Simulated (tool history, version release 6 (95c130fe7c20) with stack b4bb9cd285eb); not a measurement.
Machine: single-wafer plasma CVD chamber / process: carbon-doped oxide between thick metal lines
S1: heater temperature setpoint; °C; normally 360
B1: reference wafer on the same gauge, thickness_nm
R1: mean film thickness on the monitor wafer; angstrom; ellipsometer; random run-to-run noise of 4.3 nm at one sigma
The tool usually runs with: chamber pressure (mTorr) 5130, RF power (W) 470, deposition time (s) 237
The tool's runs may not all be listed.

run 1 day=0 | S1=360 chamber_pressure_(mTorr)=5130 RF_power_(W)=470 deposition_time_(s)=237 | B1=960.161 | R1=10620.72
run 2 day=1.267 | S1=360 chamber_pressure_(mTorr)=5130 RF_power_(W)=470 deposition_time_(s)=237 | B1=961.51 | R1=10681.37
run 3 day=2.008 | S1=360 chamber_pressure_(mTorr)=5130 RF_power_(W)=470 deposition_time_(s)=237 | B1=959.678 | R1=10556.78
-- day=4.004 gauge calibrated
run 4 day=4.133 | S1=360 chamber_pressure_(mTorr)=5130 RF_power_(W)=470 deposition_time_(s)=237 | B1=959.732 | R1=10652.31
run 5 day=4.771 | S1=360 chamber_pressure_(mTorr)=5130 RF_power_(W)=470 deposition_time_(s)=237 | B1=959.951 | R1=10713.91
run 6 day=5.433 | S1=360 chamber_pressure_(mTorr)=5130 RF_power_(W)=470 deposition_time_(s)=237 | B1=961.166 | R1=10621.51
-- day=6.375 thermocouple changed; heater temperature recalibrated
-- day=7.662 showerhead replaced
run 7 day=7.683 | S1=355 chamber_pressure_(mTorr)=5130 RF_power_(W)=470 deposition_time_(s)=283 | B1=958.223 | R1=12778.09
run 8 day=8.012 | S1=360 chamber_pressure_(mTorr)=5130 RF_power_(W)=500 deposition_time_(s)=237 | B1=959.32 | R1=11021.07
run 9 day=8.492 | S1=374 chamber_pressure_(mTorr)=5130 RF_power_(W)=495 deposition_time_(s)=272 | B1=961.039 | R1=12136.53
run 10 day=8.758 | S1=360 chamber_pressure_(mTorr)=4800 RF_power_(W)=470 deposition_time_(s)=263 | B1=960.179 | R1=11657.33
-- day=9.35 RF generator calibrated
run 11 day=9.479 | S1=360 chamber_pressure_(mTorr)=6380 RF_power_(W)=510 deposition_time_(s)=237 | B1=959.566 | R1=11836
run 12 day=10.133 | S1=360 chamber_pressure_(mTorr)=5130 RF_power_(W)=470 deposition_time_(s)=237 | B1=959.999 | R1=11087.1
run 13 day=10.475 | S1=360 chamber_pressure_(mTorr)=5130 RF_power_(W)=470 deposition_time_(s)=237 | B1=960.54 | R1=10985.99
-- day=10.842 capacitance manometer re-zeroed and calibrated
run 14 day=10.992 | S1=348 chamber_pressure_(mTorr)=4730 RF_power_(W)=535 deposition_time_(s)=212 | B1=960.033 | R1=10790.01
run 15 day=11.258 | S1=360 chamber_pressure_(mTorr)=5130 RF_power_(W)=470 deposition_time_(s)=198 | B1=959.901 | R1=9282.85
run 16 day=11.692 | S1=360 chamber_pressure_(mTorr)=5130 RF_power_(W)=405 deposition_time_(s)=237 | B1=959.916 | R1=10123.39
run 17 day=12.208 | S1=360 chamber_pressure_(mTorr)=5130 RF_power_(W)=470 deposition_time_(s)=237 | B1=960.877 | R1=11009.1
run 18 day=13.742 | S1=360 chamber_pressure_(mTorr)=5130 RF_power_(W)=470 deposition_time_(s)=237 | B1=960.587 | R1=10999.75
run 19 day=14.188 | S1=374 chamber_pressure_(mTorr)=4010 RF_power_(W)=440 deposition_time_(s)=237 | B1=960.498 | R1=9992.8
run 20 day=14.9 | S1=360 chamber_pressure_(mTorr)=5130 RF_power_(W)=470 deposition_time_(s)=237 | B1=958.98 | R1=10970.02
run 21 day=15.288 | S1=353 chamber_pressure_(mTorr)=5920 RF_power_(W)=470 deposition_time_(s)=237 | B1=959.538 | R1=11393.03
run 22 day=15.879 | S1=370 chamber_pressure_(mTorr)=6200 RF_power_(W)=545 deposition_time_(s)=271 | B1=959.631 | R1=13512.97
run 23 day=16.146 | S1=352 chamber_pressure_(mTorr)=6060 RF_power_(W)=380 deposition_time_(s)=273 | B1=960.729 | R1=11487.32
run 24 day=16.438 | S1=360 chamber_pressure_(mTorr)=5130 RF_power_(W)=470 deposition_time_(s)=237 | B1=959.453 | R1=10936.94
run 25 day=16.954 | S1=364 chamber_pressure_(mTorr)=6270 RF_power_(W)=470 deposition_time_(s)=237 | B1=960.528 | R1=10961.94
run 26 day=17.429 | S1=360 chamber_pressure_(mTorr)=5130 RF_power_(W)=470 deposition_time_(s)=237 | B1=960.149 | R1=10992.69
run 27 day=17.758 | S1=360 chamber_pressure_(mTorr)=5130 RF_power_(W)=425 deposition_time_(s)=213 | B1=959.866 | R1=9226.75
run 28 day=18.5 | S1=360 chamber_pressure_(mTorr)=5130 RF_power_(W)=470 deposition_time_(s)=204 | B1=959.871 | R1=9388.86

Consider 4 possible next runs. They are alternatives, not a sequence: every one starts from the tool as it was left by run 28. What does each give?
run A day=18.521 | S1=360 chamber_pressure_(mTorr)=5130 RF_power_(W)=470 deposition_time_(s)=237 | B1=? | R1=?
run B day=18.521 | S1=366 chamber_pressure_(mTorr)=5130 RF_power_(W)=415 deposition_time_(s)=222 | B1=? | R1=?
run C day=18.521 | S1=360 chamber_pressure_(mTorr)=6050 RF_power_(W)=470 deposition_time_(s)=253 | B1=? | R1=?
run D day=18.521 | S1=350 chamber_pressure_(mTorr)=5130 RF_power_(W)=470 deposition_time_(s)=237 | B1=? | R1=?

run=A B1=960.72 R1=10934.89
run=B B1=960.72 R1=9367.99
run=C B1=960.72 R1=11869.64
run=D B1=960.72 R1=11212.39
Without the tool's hidden state the same runs would have given:
run=A R1=11162.54
run=B R1=9594.71
run=C R1=12116.75
run=D R1=11445.81
